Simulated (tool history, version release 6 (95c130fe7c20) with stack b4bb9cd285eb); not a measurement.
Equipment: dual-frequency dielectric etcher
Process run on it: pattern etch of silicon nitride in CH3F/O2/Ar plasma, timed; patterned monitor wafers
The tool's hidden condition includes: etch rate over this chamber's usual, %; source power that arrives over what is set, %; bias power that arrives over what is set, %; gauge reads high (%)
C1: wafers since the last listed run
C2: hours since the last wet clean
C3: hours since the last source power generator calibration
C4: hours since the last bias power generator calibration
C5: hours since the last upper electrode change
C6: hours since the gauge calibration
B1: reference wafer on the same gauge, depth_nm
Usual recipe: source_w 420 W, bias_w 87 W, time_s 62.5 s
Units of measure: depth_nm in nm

Run 1, day 0.000: usual settings; C1 0; C2 501.6; C3 916.4; C4 2416.3; C5 4295.7; C6 1304.5; B1 47.22. Result: depth_nm 44.09 nm.
At day 1.004: wet clean of the chamber.
Run 2, day 1.312: usual settings; C1 99; C2 7.4; C3 947.9; C4 2447.8; C5 4327.2; C6 1336.0; B1 47.18. Result: depth_nm 44.37 nm.
Run 3, day 3.046: usual settings; C1 551; C2 49.0; C3 989.5; C4 2489.4; C5 4368.8; C6 1377.6; B1 47.21. Result: depth_nm 44.24 nm.
Run 4, day 4.467: usual settings; C1 451; C2 83.1; C3 1023.6; C4 2523.5; C5 4402.9; C6 1411.7; B1 47.21. Result: depth_nm 44.19 nm.
Run 5, day 5.917: usual settings but bias_w 101 W; C1 461; C2 117.9; C3 1058.4; C4 2558.3; C5 4437.7; C6 1446.5; B1 47.19. Result: depth_nm 48.03 nm.
Run 6, day 8.229: usual settings but bias_w 101 W; C1 735; C2 173.4; C3 1113.9; C4 2613.8; C5 4493.2; C6 1502.0; B1 47.20. Result: depth_nm 48.11 nm.
Run 7, day 9.362: usual settings but bias_w 81 W; C1 360; C2 200.6; C3 1141.1; C4 2641.0; C5 4520.4; C6 1529.2; B1 47.18. Result: depth_nm 42.46 nm.
Run 8, day 10.912: usual settings but bias_w 81 W; C1 492; C2 237.8; C3 1178.3; C4 2678.2; C5 4557.6; C6 1566.4; B1 47.21. Result: depth_nm 42.33 nm.
Run 9, day 13.825: usual settings but bias_w 81 W; C1 926; C2 307.7; C3 1248.2; C4 2748.1; C5 4627.5; C6 1636.3; B1 47.21. Result: depth_nm 42.43 nm.
Run 10, day 15.767: usual settings; C1 617; C2 354.3; C3 1294.8; C4 2794.7; C5 4674.1; C6 1682.9; B1 47.21. Result: depth_nm 44.03 nm.
At day 19.288: bias power generator calibrated.
At day 19.675: upper electrode replaced.
Run 11, day 19.696: usual settings; C1 1073; C2 448.6; C3 1389.1; C4 9.8; C5 0.5; C6 1777.2; B1 47.19. Result: depth_nm 46.58 nm.
Run 12, day 20.429: usual settings but source_w 500 W, time_s 74.0 s; C1 233; C2 466.2; C3 1406.7; C4 27.4; C5 18.1; C6 1794.8; B1 47.20. Result: depth_nm 58.47 nm.
Run 13, day 22.017: usual settings but source_w 480 W, bias_w 98 W; C1 504; C2 504.3; C3 1444.8; C4 65.5; C5 56.2; C6 1832.9; B1 47.24. Result: depth_nm 52.10 nm.
At day 23.054: gauge calibrated.
Run 14, day 24.958: usual settings but bias_w 97 W; C1 935; C2 574.9; C3 1515.4; C4 136.1; C5 126.8; C6 45.7; B1 47.20. Result: depth_nm 49.55 nm.
At day 27.762: wet clean of the chamber.
Run 15, day 27.783: usual settings; C1 580; C2 0.5; C3 1583.2; C4 203.9; C5 194.6; C6 113.5; B1 47.18. Result: depth_nm 46.60 nm.
At day 28.388: bias power generator calibrated, repeated, since the last time left the tool worse.
Run 16, day 30.029: usual settings but source_w 520 W, bias_w 94 W; C1 661; C2 54.4; C3 1637.1; C4 39.4; C5 248.5; C6 167.4; B1 47.20. Result: depth_nm 50.60 nm.
Run 17, day 31.954: usual settings but source_w 390 W, bias_w 77 W; C1 612; C2 100.6; C3 1683.3; C4 85.6; C5 294.7; C6 213.6; B1 47.19. Result: depth_nm 41.12 nm.
Run 18, day 34.058: usual settings but source_w 340 W, bias_w 67 W; C1 669; C2 151.1; C3 1733.8; C4 136.1; C5 345.2; C6 264.1; B1 47.17. Result: depth_nm 35.94 nm.
Run 19, day 35.246: usual settings but source_w 450 W, bias_w 94 W; C1 377; C2 179.6; C3 1762.3; C4 164.6; C5 373.7; C6 292.6; B1 47.18. Result: depth_nm 48.26 nm.
At day 36.192: source power generator calibrated.
Run 20, day 37.421: usual settings; C1 638; C2 231.8; C3 29.5; C4 216.8; C5 425.9; C6 344.8; B1 47.21. Result: depth_nm 44.93 nm.
Run 21, day 38.942: usual settings but source_w 450 W, time_s 74.0 s; C1 483; C2 268.3; C3 66.0; C4 253.3; C5 462.4; C6 381.3; B1 47.19. Result: depth_nm 54.50 nm.
Run 22, day 41.612: usual settings but source_w 380 W, bias_w 69 W, time_s 53.0 s; C1 849; C2 332.4; C3 130.1; C4 317.4; C5 526.5; C6 445.4; B1 47.20. Result: depth_nm 32.37 nm.
Run 23, day 42.817: usual settings but time_s 52.0 s; C1 382; C2 361.3; C3 159.0; C4 346.3; C5 555.4; C6 474.3; B1 47.23. Result: depth_nm 37.51 nm.
Run 24, day 44.942: usual settings but bias_w 102 W; C1 675; C2 412.3; C3 210.0; C4 397.3; C5 606.4; C6 525.3; B1 47.20. Result: depth_nm 49.41 nm.
Run 25, day 47.500: usual settings; C1 813; C2 473.7; C3 271.4; C4 458.7; C5 667.8; C6 586.7; B1 47.24. Result: depth_nm 44.97 nm.
Run 26, day 49.446: usual settings but bias_w 65 W; C1 618; C2 520.4; C3 318.1; C4 505.4; C5 714.5; C6 633.4; B1 47.20. Result: depth_nm 37.80 nm.
Run 27, day 51.950: usual settings but source_w 340 W, bias_w 78 W, time_s 55.5 s; C1 796; C2 580.5; C3 378.2; C4 565.5; C5 774.6; C6 693.5; B1 47.16. Result: depth_nm 35.07 nm.
Run 28, day 53.462: usual settings but source_w 500 W, bias_w 70 W, time_s 49.5 s; C1 480; C2 616.8; C3 414.5; C4 601.8; C5 810.9; C6 729.8; B1 47.19. Result: depth_nm 33.35 nm.
At day 54.767: wet clean of the chamber.
Run 29, day 55.417: usual settings but source_w 450 W, bias_w 100 W, time_s 50.0 s; C1 303; C2 15.6; C3 461.4; C4 648.7; C5 857.8; C6 776.7; B1 47.18. Result: depth_nm 39.58 nm.

Predict each of these 5 candidate next runs independently; none follows another, all start after run 29:
Run A, day 55.433: usual settings but bias_w 67 W; C1 5; C2 16.0; C3 461.8; C4 649.1; C5 858.2; C6 777.1; B1 ?. Result: depth_nm ?.
Run B, day 55.433: usual settings but bias_w 71 W, time_s 67.5 s; C1 5; C2 16.0; C3 461.8; C4 649.1; C5 858.2; C6 777.1; B1 ?. Result: depth_nm ?.
Run C, day 55.433: usual settings but source_w 500 W, bias_w 80 W, time_s 57.5 s; C1 5; C2 16.0; C3 461.8; C4 649.1; C5 858.2; C6 777.1; B1 ?. Result: depth_nm ?.
Run D, day 55.433: usual settings but bias_w 67 W, time_s 57.5 s; C1 5; C2 16.0; C3 461.8; C4 649.1; C5 858.2; C6 777.1; B1 ?. Result: depth_nm ?.
Run E, day 55.433: usual settings but bias_w 69 W, time_s 46.0 s; C1 5; C2 16.0; C3 461.8; C4 649.1; C5 858.2; C6 777.1; B1 ?. Result: depth_nm ?.

run     B1  depth_nm
  A  47.21     38.49
  B  47.21     43.09
  C  47.21     41.78
  D  47.21     35.42
  E  47.21     28.85
Take away the tool's hidden state, keep each run's random variation, and the runs would have read:
run  depth_nm
  A     38.46
  B     43.04
  C     41.73
  D     35.38
  E     28.82

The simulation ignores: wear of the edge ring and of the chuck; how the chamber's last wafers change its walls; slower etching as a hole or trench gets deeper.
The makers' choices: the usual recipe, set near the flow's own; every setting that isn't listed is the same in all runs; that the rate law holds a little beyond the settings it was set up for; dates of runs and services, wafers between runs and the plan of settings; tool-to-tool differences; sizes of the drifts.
